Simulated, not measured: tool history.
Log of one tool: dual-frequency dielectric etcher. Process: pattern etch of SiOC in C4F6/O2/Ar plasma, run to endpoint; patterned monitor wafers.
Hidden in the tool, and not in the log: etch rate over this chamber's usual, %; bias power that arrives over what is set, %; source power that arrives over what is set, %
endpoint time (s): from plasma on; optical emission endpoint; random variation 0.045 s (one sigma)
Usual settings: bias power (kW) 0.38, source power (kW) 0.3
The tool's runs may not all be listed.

run    hour  bias power (kW)  source power (kW)  wafers since the last listed run  hours since the last wet clean  hours since the last bias power generator calibration  hours since the last source power generator calibration  hours since the last upper electrode change  incoming incoming film thickness, nm  endpoint time (s)
  1       0             0.38                0.3                                 0                           203.1                                                 3266.7                                                   1807.3                                         4863                                 31.16               12.2
  2    39.6             0.38                0.3                               608                           242.7                                                 3306.3                                                   1846.9                                       4902.6                                 30.92               12.1
  3     107             0.38                0.3                              1036                           310.1                                                 3373.7                                                   1914.3                                         4970                                 30.62               12.1
  4   143.8             0.38                0.3                               565                           346.9                                                 3410.5                                                   1951.1                                       5006.8                                    31               12.2
  5   211.1             0.38                0.3                              1034                           414.2                                                 3477.8                                                   2018.4                                       5074.1                                 31.05               12.3
      257.4  -- wet clean of the chamber
  6   257.9            0.399               0.24                               350                             0.5                                                 3524.6                                                   2065.2                                       5120.9                                 30.94               12.8
  7   280.4            0.399               0.24                               345                              23                                                 3547.1                                                   2087.7                                       5143.4                                 30.86               12.7
      322.5  -- source power generator calibrated
  8     323            0.399               0.24                               593                            65.6                                                 3589.7                                                      0.5                                         5186                                 31.16               12.9
      352.9  -- upper electrode replaced
  9   382.2            0.439               0.33                               541                           124.8                                                 3648.9                                                     59.7                                         29.3                                 31.01               10.9
 10   421.2             0.38                0.3                               599                           163.8                                                 3687.9                                                     98.7                                         68.3                                 31.01                 12
 11   458.6             0.38                0.3                               574                           201.2                                                 3725.3                                                    136.1                                        105.7                                 30.76                 12
 12   497.1            0.329                0.3                               591                           239.7                                                 3763.8                                                    174.6                                        144.2                                 30.64               12.5
 13   531.7             0.38               0.34                               531                           274.3                                                 3798.4                                                    209.2                                        178.8                                 30.91               11.4
 14   583.2            0.458                0.3                               791                           325.8                                                 3849.9                                                    260.7                                        230.3                                 30.89               11.3
 15   773.7            0.333               0.34                              2928                           516.3                                                 4040.4                                                    451.2                                        420.8                                 30.76               12.2
        812  -- wet clean of the chamber
 16   812.5            0.439               0.33                               227                             0.5                                                 4079.2                                                      490                                        459.6                                 31.07               10.8
 17   850.8             0.38                0.3                               588                            38.8                                                 4117.5                                                    528.3                                        497.9                                 30.71               11.6
 18   880.5            0.349               0.24                               456                            68.5                                                 4147.2                                                      558                                        527.6                                 30.65               13.3
 19   927.4             0.38               0.33                               721                           115.4                                                 4194.1                                                    604.9                                        574.5                                 30.54               11.3
      952.2  -- bias power generator calibrated
 20   979.6            0.287               0.23                               740                           167.6                                                   27.4                                                    657.1                                        626.7                                 31.17               14.8
 21  1049.1             0.38               0.37                              1068                           237.1                                                   96.9                                                    726.6                                        696.2                                 31.04                 11
 22  1083.7            0.339                0.3                               531                           271.7                                                  131.5                                                    761.2                                        730.8                                 31.25               12.6
 23  1147.2            0.349               0.24                               976                           335.2                                                    195                                                    824.7                                        794.3                                 31.28               13.9
 24    1192            0.407               0.37                               688                             380                                                  239.8                                                    869.5                                        839.1                                 30.47               10.7
     1249.5  -- wet clean of the chamber
 25    1250            0.434               0.28                               522                             0.5                                                  297.8                                                    927.5                                        897.1                                 31.05               11.6
 26  1264.6            0.409                0.3                               224                            15.1                                                  312.4                                                    942.1                                        911.7                                 30.83               11.5
 27  1301.1             0.38                0.3                               561                            51.6                                                  348.9                                                    978.6                                        948.2                                 30.57               11.8
 28  1330.9            0.324               0.27                               458                            81.4                                                  378.7                                                   1008.4                                          978                                 31.18               13.2
 29  1360.6            0.288               0.23                               456                           111.1                                                  408.4                                                   1038.1                                       1007.7                                 31.15               14.8
 30  1400.8              0.3                0.3                               618                           151.3                                                  448.6                                                   1078.3                                       1047.9                                    31                 13
 31  1456.6             0.38                0.3                               857                           207.1                                                  504.4                                                   1134.1                                       1103.7                                  30.9               11.9
 32  1482.7             0.38                0.3                               401                           233.2                                                  530.5                                                   1160.2                                       1129.8                                 30.73                 12
 33  1520.2            0.415               0.27                               576                           270.7                                                    568                                                   1197.7                                       1167.3                                 30.79               12.1
 34  1559.2            0.472                0.3                               599                           309.7                                                    607                                                   1236.7                                       1206.3                                 31.07               11.3

5 ways to go on from here, each from the tool as it stands after run 34. What would each give?
  A  1559.6             0.38                0.3                                 6                           310.1                                                  607.4                                                   1237.1                                       1206.7                                 30.56                  ?
  B  1559.6            0.303               0.26                                 6                           310.1                                                  607.4                                                   1237.1                                       1206.7                                 30.56                  ?
  C  1559.6            0.306               0.36                                 6                           310.1                                                  607.4                                                   1237.1                                       1206.7                                 30.56                  ?
  D  1559.6            0.325               0.27                                 6                           310.1                                                  607.4                                                   1237.1                                       1206.7                                 30.56                  ?
  E  1559.6            0.294                0.3                                 6                           310.1                                                  607.4                                                   1237.1                                       1206.7                                 30.56                  ?

run  endpoint time (s)
  A                 12
  B               13.7
  C               11.9
  D               13.2
  E                 13
Without the tool's hidden state the same runs would have given:
run  endpoint time (s)
  A               11.6
  B               13.3
  C               11.6
  D               12.8
  E               12.7

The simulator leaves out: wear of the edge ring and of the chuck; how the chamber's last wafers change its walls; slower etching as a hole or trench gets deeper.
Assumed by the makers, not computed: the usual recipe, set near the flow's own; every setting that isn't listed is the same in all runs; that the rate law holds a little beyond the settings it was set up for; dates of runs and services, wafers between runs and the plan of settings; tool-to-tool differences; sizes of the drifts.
